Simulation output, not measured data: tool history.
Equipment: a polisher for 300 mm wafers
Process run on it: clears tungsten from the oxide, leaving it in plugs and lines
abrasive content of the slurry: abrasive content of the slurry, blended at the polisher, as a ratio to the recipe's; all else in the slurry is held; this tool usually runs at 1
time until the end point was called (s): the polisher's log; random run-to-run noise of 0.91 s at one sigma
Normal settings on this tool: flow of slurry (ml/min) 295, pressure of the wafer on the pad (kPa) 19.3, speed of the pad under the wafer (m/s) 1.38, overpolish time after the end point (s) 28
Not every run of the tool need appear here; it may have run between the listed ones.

| run | hour | flow of slurry (ml/min) | pressure of the wafer on the pad (kPa) | speed of the pad under the wafer (m/s) | abrasive content of the slurry | overpolish time after the end point (s) | incoming thickness of the incoming film, nm | time until the end point was called (s) |
|---|---|---|---|---|---|---|---|---|
| 1 | 0 | 370 | 19.3 | 1.38 | 1 | 28 | 405.7 | 74.7 |
|  | 54.5 | slurry blender recalibrated |
| 2 | 81.8 | 370 | 19.3 | 1.38 | 1 | 28 | 417.3 | 72.8 |
|  | 168.2 | slurry nozzle cleaned |
| 3 | 174.9 | 370 | 19.3 | 1.38 | 1 | 28 | 407 | 68.2 |
|  | 264.4 | slurry tank refilled with fresh slurry and peroxide |
| 4 | 282 | 295 | 19.3 | 1.38 | 1.25 | 28 | 413.5 | 64.6 |
|  | 323.5 | worn pad replaced by a new one |
|  | 413.5 | head pressure recalibrated |
| 5 | 584 | 295 | 19.3 | 1.38 | 1.25 | 28 | 402.2 | 68.8 |
|  | 636.8 | slurry blender recalibrated |
| 6 | 731.2 | 295 | 19.3 | 1.38 | 1.25 | 28 | 419.4 | 68.3 |
|  | 781.8 | slurry tank refilled with fresh slurry and peroxide |
|  | 818 | worn pad replaced by a new one |
| 7 | 822.3 | 295 | 19.3 | 1.38 | 1 | 28 | 403.8 | 68.9 |
|  | 899.1 | head pressure recalibrated |
| 8 | 899.6 | 295 | 19.3 | 1.38 | 1 | 28 | 416.7 | 79.5 |
| 9 | 952.9 | 295 | 23.4 | 1.38 | 1 | 16 | 412.7 | 64.1 |
| 10 | 1040 | 295 | 23.4 | 1.38 | 1 | 16 | 408.1 | 62.4 |
| 11 | 1079.6 | 295 | 19.3 | 1.38 | 1.15 | 28 | 402.4 | 71.1 |
|  | 1109.4 | slurry nozzle cleaned |
| 12 | 1149.1 | 260 | 19.3 | 1.38 | 0.75 | 28 | 411.8 | 77.6 |
| 13 | 1207.9 | 295 | 19.3 | 1.38 | 1.15 | 20 | 407.3 | 66.4 |
|  | 1211.2 | slurry blender recalibrated |
| 14 | 1286.9 | 295 | 23.4 | 1.38 | 1 | 16 | 402.1 | 56.7 |
| 15 | 1327.1 | 295 | 25.5 | 1.38 | 1 | 28 | 415.5 | 53.1 |
|  | 1378.4 | worn pad replaced by a new one |
| 16 | 1396.8 | 295 | 13.8 | 1.12 | 1 | 12 | 408.9 | 114.4 |
|  | 1409.2 | head pressure recalibrated |
|  | 1411.2 | slurry tank refilled with fresh slurry and peroxide |
| 17 | 1447.4 | 340 | 19.3 | 1.38 | 1 | 28 | 410.6 | 74.7 |
| 18 | 1545.4 | 295 | 15.9 | 1.38 | 1 | 28 | 403.4 | 87.5 |
| 19 | 1640.9 | 295 | 19.3 | 1.38 | 1 | 28 | 409.9 | 73.6 |
| 20 | 1747.1 | 295 | 19.3 | 1.38 | 1 | 15 | 404.4 | 70.6 |
|  | 1784.1 | slurry blender recalibrated |
| 21 | 1826 | 295 | 19.3 | 1.84 | 1 | 28 | 413.8 | 56.6 |
|  | 1873.9 | slurry nozzle cleaned |
|  | 1883.3 | worn pad replaced by a new one |
| 22 | 1899.9 | 295 | 19.3 | 1.38 | 1 | 45 | 406.6 | 66.4 |
| 23 | 1943 | 220 | 19.3 | 1.38 | 1 | 36 | 413 | 68.4 |
|  | 2006.3 | head pressure recalibrated |
| 24 | 2021.3 | 295 | 19.3 | 1.38 | 1 | 28 | 417.3 | 76.7 |
|  | 2022.9 | slurry tank refilled with fresh slurry and peroxide |
| 25 | 2063.5 | 295 | 19.3 | 1 | 1 | 16 | 414.2 | 96.7 |
| 26 | 2141.7 | 245 | 19.3 | 1.38 | 1 | 36 | 405.8 | 74.4 |
| 27 | 2240 | 295 | 21.4 | 1.6 | 1 | 18 | 403.7 | 58 |

What if the next run were any one of these 3? Each begins from the tool's condition after run 27:
| A | 2240.5 | 295 | 19.3 | 1.38 | 1 | 28 | 413 | ? |
| B | 2240.5 | 395 | 19.3 | 1.74 | 1 | 28 | 413 | ? |
| C | 2240.5 | 295 | 22.1 | 1.38 | 1.15 | 28 | 413 | ? |

| run | time until the end point was called (s) |
|---|---|
| A | 75 |
| B | 61.2 |
| C | 63.1 |
Had the tool no hidden state, the same runs would have come out as:
| run | time until the end point was called (s) |
|---|---|
| A | 74.2 |
| B | 61.1 |
| C | 62.4 |
